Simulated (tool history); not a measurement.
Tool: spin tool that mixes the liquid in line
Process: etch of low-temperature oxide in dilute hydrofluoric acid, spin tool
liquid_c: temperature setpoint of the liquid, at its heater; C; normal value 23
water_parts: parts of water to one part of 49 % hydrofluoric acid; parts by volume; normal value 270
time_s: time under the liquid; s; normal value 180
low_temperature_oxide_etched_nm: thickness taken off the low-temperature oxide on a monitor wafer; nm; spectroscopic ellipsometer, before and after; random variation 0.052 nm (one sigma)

| run | day | liquid_c | water_parts | time_s | read-back film thickness of the low-temperature oxide reference wafer, read on the same gauge (nm) | low_temperature_oxide_etched_nm |
|---|---|---|---|---|---|---|
| 1 | 0 | 21 | 270 | 250 | 150 | 9.04 |
|  | 0.833 | hydrofluoric acid flow meter replaced |
| 2 | 1 | 25.5 | 270 | 265 | 150.03 | 11.29 |
| 3 | 1.612 | 25.5 | 270 | 265 | 150 | 11.26 |
| 4 | 4.312 | 25.5 | 270 | 265 | 150 | 11.13 |
| 5 | 5.292 | 23 | 175 | 180 | 150.04 | 12.15 |
| 6 | 6.392 | 23 | 175 | 180 | 149.99 | 11.94 |
| 7 | 7.458 | 23 | 270 | 210 | 150 | 8.33 |
| 8 | 8.8 | 23 | 270 | 210 | 150.03 | 8.32 |
|  | 9.583 | thermometer replaced |
| 9 | 9.604 | 23 | 270 | 180 | 150.04 | 6.46 |
| 10 | 11.038 | 27 | 270 | 120 | 149.95 | 5.01 |
| 11 | 12.092 | 26.5 | 155 | 75 | 150 | 6.05 |
| 12 | 13.104 | 27.5 | 390 | 70 | 149.97 | 1.79 |
| 13 | 14.383 | 23 | 225 | 275 | 149.97 | 12.45 |
| 14 | 15.417 | 21.5 | 210 | 115 | 149.97 | 5.36 |
| 15 | 15.954 | 23 | 270 | 180 | 149.99 | 6.43 |
| 16 | 17.375 | 23 | 270 | 180 | 150.01 | 6.55 |
| 17 | 18.25 | 19.5 | 270 | 245 | 149.99 | 7.69 |
| 18 | 18.867 | 23 | 270 | 180 | 149.98 | 6.58 |
| 19 | 19.421 | 28 | 370 | 180 | 150.02 | 5.15 |
| 20 | 20.646 | 27 | 270 | 250 | 149.99 | 10.41 |
|  | 21.362 | gauge calibrated |
| 21 | 21.542 | 23 | 270 | 180 | 150.02 | 6.51 |
| 22 | 22.929 | 26.5 | 215 | 80 | 150 | 4.4 |
| 23 | 23.458 | 19.5 | 145 | 120 | 150.01 | 8.05 |
| 24 | 24.5 | 23 | 270 | 180 | 150.02 | 6.61 |
| 25 | 25.721 | 24.5 | 375 | 130 | 150.02 | 3.24 |
| 26 | 27.175 | 23 | 270 | 180 | 149.98 | 6.61 |
| 27 | 28.038 | 23 | 270 | 180 | 150 | 6.66 |
| 28 | 28.992 | 24.5 | 330 | 180 | 150.02 | 5.45 |
| 29 | 30.392 | 21 | 345 | 130 | 150 | 3.21 |
| 30 | 31.429 | 23 | 145 | 145 | 150.02 | 11.28 |
| 31 | 32.629 | 27.5 | 270 | 210 | 149.99 | 8.91 |
| 32 | 33.562 | 27 | 270 | 180 | 149.97 | 7.53 |
| 33 | 34.475 | 23 | 270 | 180 | 149.98 | 6.61 |

Here are 3 independent what-if runs from the current tool condition. What would each one return?
| A | 34.496 | 23 | 235 | 180 | ? | ? |
| B | 34.496 | 23 | 150 | 240 | ? | ? |
| C | 34.496 | 25.5 | 360 | 280 | ? | ? |

| run | read-back film thickness of the low-temperature oxide reference wafer, read on the same gauge (nm) | low_temperature_oxide_etched_nm |
|---|---|---|
| A | 150.01 | 7.92 |
| B | 150.01 | 18.13 |
| C | 150.01 | 7.73 |
Without the tool's hidden state the same runs would have given:
| run | low_temperature_oxide_etched_nm |
|---|---|
| A | 7.68 |
| B | 17.55 |
| C | 7.52 |

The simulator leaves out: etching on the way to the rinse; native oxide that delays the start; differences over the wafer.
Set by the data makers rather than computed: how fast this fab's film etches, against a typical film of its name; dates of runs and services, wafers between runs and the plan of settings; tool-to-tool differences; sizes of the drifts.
